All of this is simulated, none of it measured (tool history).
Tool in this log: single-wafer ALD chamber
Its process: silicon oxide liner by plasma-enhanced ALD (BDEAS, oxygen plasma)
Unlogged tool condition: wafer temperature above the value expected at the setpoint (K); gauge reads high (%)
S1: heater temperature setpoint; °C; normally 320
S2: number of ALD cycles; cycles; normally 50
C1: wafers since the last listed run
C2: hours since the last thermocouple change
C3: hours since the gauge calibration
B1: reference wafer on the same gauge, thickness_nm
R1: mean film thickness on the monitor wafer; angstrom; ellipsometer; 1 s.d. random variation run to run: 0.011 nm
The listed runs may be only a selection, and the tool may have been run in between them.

run	hour	S1	S2	C1	C2	C3	B1	R1
1	0	320	50	0	805.4	794.7	4.634	41.55
2	37.1	320	50	297	842.5	831.8	4.636	41.64
3	110.8	320	50	590	916.2	905.5	4.634	41.5
4	205.8	320	50	761	1011.2	1000.5	4.633	41.68
5	260.9	320	53	441	1066.3	1055.6	4.63	44.07
6	364.3	320	53	829	1169.7	1159	4.631	44.02
7	494.4	320	53	1043	1299.8	1289.1	4.624	44.07
# hour 497.2: gauge calibrated
8	533.4	312	55	312	1338.8	36.2	4.745	47.63
9	606.2	312	56	583	1411.6	109	4.73	48.29
10	689.6	333	57	668	1495	192.4	4.708	46.96
11	752	320	50	500	1557.4	254.8	4.703	42.22
# hour 805.8: thermocouple changed; heater temperature recalibrated
12	809.3	313	45	395	3.5	312.1	4.695	38.26
13	900.4	316	59	730	94.6	403.2	4.684	49.94
14	1008.2	326	58	864	202.4	511	4.673	48.04
15	1108.6	320	50	805	302.8	611.4	4.664	41.88

What if the next run were any one of these 5? Each begins from the tool's condition after run 15:
A	1109.1	320	50	4	303.3	611.9	?	?
B	1109.1	330	54	4	303.3	611.9	?	?
C	1109.1	330	55	4	303.3	611.9	?	?
D	1109.1	310	47	4	303.3	611.9	?	?
E	1109.1	324	60	4	303.3	611.9	?	?

run	B1	R1
A	4.666	41.92
B	4.666	44.53
C	4.666	45.36
D	4.666	40.05
E	4.666	49.97
Take away the tool's hidden state, keep each run's random variation, and the runs would have read:
run	R1
A	42.57
B	45.22
C	46.06
D	40.67
E	50.75
